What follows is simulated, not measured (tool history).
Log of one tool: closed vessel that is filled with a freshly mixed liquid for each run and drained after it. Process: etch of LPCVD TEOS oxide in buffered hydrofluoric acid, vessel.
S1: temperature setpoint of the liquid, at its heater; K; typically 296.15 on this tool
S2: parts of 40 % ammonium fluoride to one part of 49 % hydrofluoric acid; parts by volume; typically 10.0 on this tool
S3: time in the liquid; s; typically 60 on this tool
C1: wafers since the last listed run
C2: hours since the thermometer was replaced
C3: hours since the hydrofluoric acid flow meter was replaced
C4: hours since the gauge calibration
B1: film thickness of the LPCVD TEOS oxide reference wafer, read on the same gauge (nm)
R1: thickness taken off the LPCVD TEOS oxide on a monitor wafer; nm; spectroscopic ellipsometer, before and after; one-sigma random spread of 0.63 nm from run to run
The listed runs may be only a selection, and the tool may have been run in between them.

run,hour,S1,S2,S3,C1,C2,C3,C4,B1,R1
1,0.0,296.15,10.0,45,0,2078.9,666.9,198.0,70.04,108.59
2,21.5,296.15,10.0,60,3203,2100.4,688.4,219.5,70.01,145.03
3,56.8,296.15,10.0,60,5260,2135.7,723.7,254.8,69.99,144.16
4,73.6,296.15,10.0,60,2503,2152.5,740.5,271.6,69.98,144.09
5,105.1,299.15,10.0,60,4693,2184.0,772.0,303.1,70.03,169.60
6,125.2,296.15,10.0,60,2995,2204.1,792.1,323.2,70.01,143.54
7,157.1,296.15,10.0,60,4753,2236.0,824.0,355.1,70.02,142.66
8,181.0,296.15,10.0,60,3561,2259.9,847.9,379.0,69.96,144.64
9,203.1,296.15,10.0,60,3293,2282.0,870.0,401.1,69.98,143.46
# hour 233.4: thermometer replaced
10,238.5,296.15,10.0,60,5126,5.1,905.4,436.5,70.00,162.56
11,255.7,296.15,10.0,60,2563,22.3,922.6,453.7,69.98,162.84
12,274.1,296.15,10.0,60,2741,40.7,941.0,472.1,69.97,162.84
# hour 297.7: hydrofluoric acid flow meter replaced
13,298.2,296.15,10.0,60,3442,64.8,0.5,496.2,69.99,162.89
14,321.8,296.15,10.0,50,3516,88.4,24.1,519.8,69.98,136.20
# hour 332.6: gauge calibrated
15,344.8,296.15,13.5,60,3427,111.4,47.1,12.2,70.06,120.87
16,374.9,296.15,12.0,60,4485,141.5,77.2,42.3,70.00,134.13
17,394.8,293.15,8.0,90,2965,161.4,97.1,62.2,70.03,248.49
18,425.1,294.15,12.5,45,4515,191.7,127.4,92.5,70.04,87.07
19,457.2,296.15,6.5,60,4783,223.8,159.5,124.6,69.98,240.97
20,482.7,300.65,13.5,40,3799,249.3,185.0,150.1,70.00,102.15
21,510.0,296.15,10.0,60,4068,276.6,212.3,177.4,70.00,161.27
22,529.0,296.15,10.0,60,2831,295.6,231.3,196.4,70.00,160.90
23,561.4,300.15,14.0,60,4828,328.0,263.7,228.8,70.00,142.91

Each row is a separate what-if for the run after 23, all from the same tool condition, not one after another. Results?
A,562.1,296.15,11.5,60,104,328.7,264.4,229.5,?,?
B,562.1,291.15,8.5,35,104,328.7,264.4,229.5,?,?
C,562.1,296.15,11.5,30,104,328.7,264.4,229.5,?,?
D,562.1,296.15,13.0,40,104,328.7,264.4,229.5,?,?
E,562.1,294.15,10.0,90,104,328.7,264.4,229.5,?,?

run,B1,R1
A,70.01,140.02
B,70.01,80.47
C,70.01,70.01
D,70.01,82.80
E,70.01,215.44
Without the tool's unlogged condition, the same runs would have read:
run,R1
A,142.74
B,82.08
C,71.37
D,84.41
E,219.68
